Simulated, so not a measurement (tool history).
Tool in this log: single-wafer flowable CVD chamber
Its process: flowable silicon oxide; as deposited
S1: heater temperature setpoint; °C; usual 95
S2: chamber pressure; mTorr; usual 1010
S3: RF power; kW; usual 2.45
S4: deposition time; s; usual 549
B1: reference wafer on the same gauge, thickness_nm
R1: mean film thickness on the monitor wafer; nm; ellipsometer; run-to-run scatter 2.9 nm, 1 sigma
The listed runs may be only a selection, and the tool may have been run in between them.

| run | day | S1 | S2 | S3 | S4 | B1 | R1 |
|---|---|---|---|---|---|---|---|
| 1 | 0 | 95 | 1010 | 2.45 | 549 | 559.636 | 556.524 |
| 2 | 3.129 | 95 | 1010 | 2.45 | 549 | 558.622 | 562.838 |
| 3 | 6.688 | 95 | 1010 | 2.45 | 505 | 558.64 | 515.312 |
|  | 10 | gauge calibrated |
| 4 | 10.75 | 95 | 1010 | 2.45 | 514 | 559.225 | 526.195 |
|  | 14.079 | thermocouple changed; heater temperature recalibrated |
| 5 | 14.738 | 95 | 1010 | 2.45 | 549 | 558.831 | 559.812 |
| 6 | 18.658 | 105 | 1120 | 2.45 | 549 | 558.931 | 456.551 |
|  | 20.55 | RF generator calibrated |
|  | 23.054 | showerhead replaced |
| 7 | 23.125 | 95 | 1010 | 2.45 | 481 | 558.318 | 489.48 |
| 8 | 26.542 | 103 | 1010 | 2.79 | 449 | 560.119 | 365.305 |
| 9 | 30.492 | 95 | 1010 | 2.915 | 509 | 559.218 | 534.901 |
| 10 | 32.771 | 95 | 1010 | 2.635 | 472 | 558.036 | 485.994 |
| 11 | 35.383 | 95 | 1120 | 2.45 | 657 | 558.706 | 747.737 |
|  | 37.992 | capacitance manometer re-zeroed and calibrated |
| 12 | 38.012 | 95 | 1010 | 2.45 | 549 | 558.112 | 530.401 |
| 13 | 41.35 | 80 | 1010 | 2.45 | 516 | 558.683 | 763.426 |
| 14 | 45.208 | 95 | 1010 | 2.45 | 549 | 558.838 | 541.792 |
| 15 | 46.75 | 95 | 1010 | 2.075 | 549 | 559.264 | 530.685 |
| 16 | 51.175 | 95 | 1010 | 2.45 | 549 | 559.13 | 541.979 |
| 17 | 54.508 | 90 | 910 | 2.645 | 477 | 558.272 | 503.391 |
| 18 | 57.767 | 95 | 1010 | 2.45 | 507 | 559.283 | 506.101 |
| 19 | 61.296 | 89 | 1010 | 2.93 | 549 | 559.308 | 670.438 |
| 20 | 64.488 | 95 | 1010 | 2.45 | 549 | 559.348 | 551.976 |
| 21 | 68 | 95 | 1010 | 2.71 | 627 | 558.23 | 634.873 |
| 22 | 70.65 | 83 | 1250 | 2.45 | 549 | 559.145 | 948.164 |
|  | 73.346 | thermocouple changed; heater temperature recalibrated |
| 23 | 73.779 | 95 | 1010 | 2.45 | 549 | 558.487 | 559.275 |
| 24 | 77.462 | 83 | 1010 | 2.45 | 466 | 558.72 | 656.533 |
| 25 | 80.262 | 84 | 1090 | 2.255 | 549 | 558.73 | 814.194 |
| 26 | 82.783 | 95 | 1010 | 2.45 | 484 | 559.198 | 490.226 |
| 27 | 85.429 | 103 | 870 | 2.84 | 510 | 558.846 | 360.759 |

5 ways to go on from here, each from the tool as it stands after run 27. What would each give?
| A | 85.454 | 95 | 780 | 2.45 | 549 | ? | ? |
| B | 85.454 | 95 | 1010 | 2.45 | 488 | ? | ? |
| C | 85.454 | 84 | 1010 | 2.45 | 549 | ? | ? |
| D | 85.454 | 95 | 1010 | 2.935 | 657 | ? | ? |
| E | 85.454 | 85 | 860 | 2.45 | 549 | ? | ? |

| run | B1 | R1 |
|---|---|---|
| A | 559.072 | 439.027 |
| B | 559.072 | 502.422 |
| C | 559.072 | 774.979 |
| D | 559.072 | 687.555 |
| E | 559.072 | 644.508 |
Had the tool no hidden state, the same runs would have come out as:
| run | R1 |
|---|---|
| A | 416.606 |
| B | 478.543 |
| C | 738.145 |
| D | 654.877 |
| E | 613.128 |
